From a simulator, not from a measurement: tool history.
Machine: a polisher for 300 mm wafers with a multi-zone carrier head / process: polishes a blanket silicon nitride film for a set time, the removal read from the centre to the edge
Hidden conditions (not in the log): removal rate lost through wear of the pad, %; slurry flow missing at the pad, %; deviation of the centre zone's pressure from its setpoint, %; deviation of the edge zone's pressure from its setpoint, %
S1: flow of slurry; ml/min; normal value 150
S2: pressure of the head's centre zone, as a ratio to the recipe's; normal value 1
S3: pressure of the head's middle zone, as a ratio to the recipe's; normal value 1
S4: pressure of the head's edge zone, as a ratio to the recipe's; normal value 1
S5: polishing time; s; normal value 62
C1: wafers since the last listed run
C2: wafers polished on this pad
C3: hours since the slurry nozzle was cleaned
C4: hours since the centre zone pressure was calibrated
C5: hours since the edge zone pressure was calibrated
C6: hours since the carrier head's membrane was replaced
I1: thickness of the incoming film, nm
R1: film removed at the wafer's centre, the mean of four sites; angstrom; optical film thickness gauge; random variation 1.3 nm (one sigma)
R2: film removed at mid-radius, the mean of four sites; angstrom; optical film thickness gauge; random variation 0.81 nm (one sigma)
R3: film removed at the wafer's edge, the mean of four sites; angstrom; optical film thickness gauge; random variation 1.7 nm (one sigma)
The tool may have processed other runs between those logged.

run    hour   S1    S2    S3    S4  S5   C1    C2     C3     C4      C5      C6     I1    R1    R2    R3
  1       0  150     1     1     1  62    0  1795   12.9  256.8   315.7   734.6  567.5  1266  1278  1221
  2    85.1  150  1.04     1     1  62  465  2261     98  341.9   400.8   819.7  579.9  1292  1297  1270
  3   184.3  150     1     1     1  50  542  2804  197.2  441.1     500   918.9  579.3  1034  1027  1022
      262.7  -- worn pad replaced by a new one
  4   273.9  150  1.03     1     1  55  468    61  286.8  530.7   589.6  1008.5    574  1165  1128  1109
  5   378.5  180   1.1     1  1.06  40  572   633  391.4  635.3   694.2  1113.1  578.3   943   862   852
      420.9  -- centre zone pressure recalibrated
  6   431.8  150  1.08     1  0.91  78  280   914  444.7   10.9   747.5  1166.4  592.2  1692  1634  1509
  7   468.2  150     1     1     1  62  199  1113  481.1   47.3   783.9  1202.8  578.6  1248  1293  1237
  8     572  150     1  0.93     1  62  568  1681  584.9  151.1   887.7  1306.6    577  1253  1208  1258
      619.4  -- slurry nozzle cleaned
  9   644.9  150   0.9  0.93     1  77  393  2075   25.5    224   960.6  1379.5  581.1  1382  1506  1552
 10   741.4  150     1  1.08  1.09  62  528  2603    122  320.5  1057.1    1476  583.8  1252  1386  1297
 11   784.9  150     1     1     1  62  238  2841  165.5    364  1100.6  1519.5  575.9  1254  1279  1214
 12   842.8  130  1.05  1.08   1.1  62  316  3158  223.4  421.9  1158.5  1577.4  587.8  1264  1330  1288
        891  -- worn pad replaced by a new one
 13   927.4  150  1.06  1.08     1  62  441   198    308  506.5  1243.1    1662  581.5  1313  1380  1265
     1024.3  -- carrier head's membrane replaced by a new one
 14    1027  150     1     1   0.9  62  517   716  407.6  606.1  1342.7     2.7  575.3  1286  1298  1196
 15  1118.6  150     1     1     1  70  501  1218  499.2  697.7  1434.3    94.3  585.3  1463  1447  1381
     1133.7  -- edge zone pressure recalibrated
       1155  -- centre zone pressure recalibrated
     1170.7  -- slurry nozzle cleaned
 16  1217.2  150     1     1     1  62  512  1730   46.5   62.2    83.5   192.9  581.3  1231  1292  1253
 17  1296.1  150  0.95  0.97     1  48  431  2162  125.4  141.1   162.4   271.8  581.7   933   976   944
 18  1370.5  170     1     1     1  75  407  2569  199.8  215.5   236.8   346.2  572.6  1523  1605  1533
 19  1443.4  150     1     1     1  56  398  2968  272.7  288.4   309.7   419.1  586.9  1131  1165  1102
     1507.8  -- worn pad replaced by a new one
 20  1534.9  150     1     1   0.9  62  478   148  364.2  379.9   401.2   510.6  584.6  1285  1301  1195
 21  1631.5  165     1  0.91  1.03  73  528   676  460.8  476.5   497.8   607.2  579.8  1541  1432  1463
 22  1711.5  150  0.96     1     1  62  437  1114  540.8  556.5   577.8   687.2  575.8  1233  1295  1240

Each row is a separate what-if for the run after 22, all from the same tool condition, not one after another. Results?
  A  1711.9  150   1   1  0.91  62   2  1116  541.2  556.9  578.2  687.6  575.2   ?   ?   ?
  B  1711.9  200   1   1     1  77   2  1116  541.2  556.9  578.2  687.6  575.2   ?   ?   ?
  C  1711.9  150   1   1  1.09  74   2  1116  541.2  556.9  578.2  687.6  575.2   ?   ?   ?
  D  1711.9  150   1   1  1.04  62   2  1116  541.2  556.9  578.2  687.6  575.2   ?   ?   ?

run    R1    R2    R3
  A  1280  1291  1226
  B  1685  1689  1644
  C  1528  1541  1579
  D  1280  1291  1296
Stripped of hidden state, with their random variation kept, the same runs would have yielded:
run    R1    R2    R3
  A  1235  1291  1226
  B  1625  1689  1644
  C  1474  1541  1579
  D  1235  1291  1296
